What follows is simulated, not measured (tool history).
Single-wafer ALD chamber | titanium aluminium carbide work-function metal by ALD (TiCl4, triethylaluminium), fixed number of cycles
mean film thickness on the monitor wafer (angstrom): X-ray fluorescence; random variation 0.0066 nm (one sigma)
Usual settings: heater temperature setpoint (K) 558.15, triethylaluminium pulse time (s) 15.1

run,hour,heater temperature setpoint (K),triethylaluminium pulse time (s),"read-back reference wafer on the same gauge, thickness_nm",mean film thickness on the monitor wafer (angstrom)
1,0,558.15,15.1,1.55,18.56
2,27.7,558.15,15.1,1.549,18.71
3,59.8,558.15,15.1,1.55,18.51
4,88.5,558.15,15.1,1.55,18.46
5,115.9,558.15,15.1,1.551,18.56
6,158.6,558.15,15.1,1.551,18.56
7,214.9,558.15,15.1,1.551,18.34
8,265.4,558.15,19.69,1.55,18.59
9,301.4,558.15,19.69,1.55,18.55
10,329.2,558.15,19.69,1.549,18.47
11,372.4,558.15,15.1,1.55,18.24
12,398.4,558.15,15.1,1.55,18.22
13,438.2,558.15,15.1,1.55,18.14
14,499.6,558.15,15.1,1.55,18.16
15,523.9,558.15,15.1,1.55,18.15
16,594.6,554.15,9.68,1.55,16.12
17,622.9,569.15,15.1,1.551,18.97
# hour 658.7: triethylaluminium bottle replaced
# hour 686.8: gauge calibrated
18,689.8,563.15,17.17,1.551,18.9
19,719.8,568.15,19.48,1.55,19.32
# hour 781.7: showerhead replaced
20,784.5,558.15,15.1,1.551,18.26
21,818.9,565.15,19.43,1.55,19.05
# hour 857.9: thermocouple changed; heater temperature recalibrated
22,885.4,548.15,19.38,1.55,18.03
23,931.7,544.15,19.91,1.55,17.63
24,994,558.15,20.39,1.55,18.93
25,1030,544.15,15.1,1.55,17.44
26,1070.5,566.15,15.1,1.55,19.54
27,1109,545.15,12.7,1.55,17.46
28,1143.4,554.15,9.68,1.549,17.53
29,1175.6,570.15,11.1,1.549,19.42
30,1224.9,558.15,15.1,1.55,18.72

Hidden state or all else? Some run-to-run changes of mean film thickness on the monitor wafer (angstrom), split into what the settings, what came in and random variation would give without the hidden state, and what is left for the hidden state (with any gauge scatter that isn't in both results):
The hidden state here: wafer temperature above the value expected at the setpoint (K); triethylaluminium dose above that of a fresh bottle (%); gauge reads high (%).
Run 15 -> 16: heater temperature setpoint (K) 558.15 -> 554.15, triethylaluminium pulse time (s) 15.1 -> 9.68. mean film thickness on the monitor wafer (angstrom) -2.03: hidden state -0.92, all else -1.11.
Run 16 -> 17: heater temperature setpoint (K) 554.15 -> 569.15, triethylaluminium pulse time (s) 9.68 -> 15.1. mean film thickness on the monitor wafer (angstrom) +2.85: hidden state +0.7, all else +2.15.
Run 21 -> 22: heater temperature setpoint (K) 565.15 -> 548.15, triethylaluminium pulse time (s) 19.43 -> 19.38, thermocouple changed; heater temperature recalibrated. mean film thickness on the monitor wafer (angstrom) -1.02: hidden state +0.69, all else -1.71.
Run 25 -> 26: heater temperature setpoint (K) 544.15 -> 566.15. mean film thickness on the monitor wafer (angstrom) +2.1: hidden state -0.02, all else +2.12.
Run 26 -> 27: heater temperature setpoint (K) 566.15 -> 545.15, triethylaluminium pulse time (s) 15.1 -> 12.7. mean film thickness on the monitor wafer (angstrom) -2.08: hidden state -0.07, all else -2.01.

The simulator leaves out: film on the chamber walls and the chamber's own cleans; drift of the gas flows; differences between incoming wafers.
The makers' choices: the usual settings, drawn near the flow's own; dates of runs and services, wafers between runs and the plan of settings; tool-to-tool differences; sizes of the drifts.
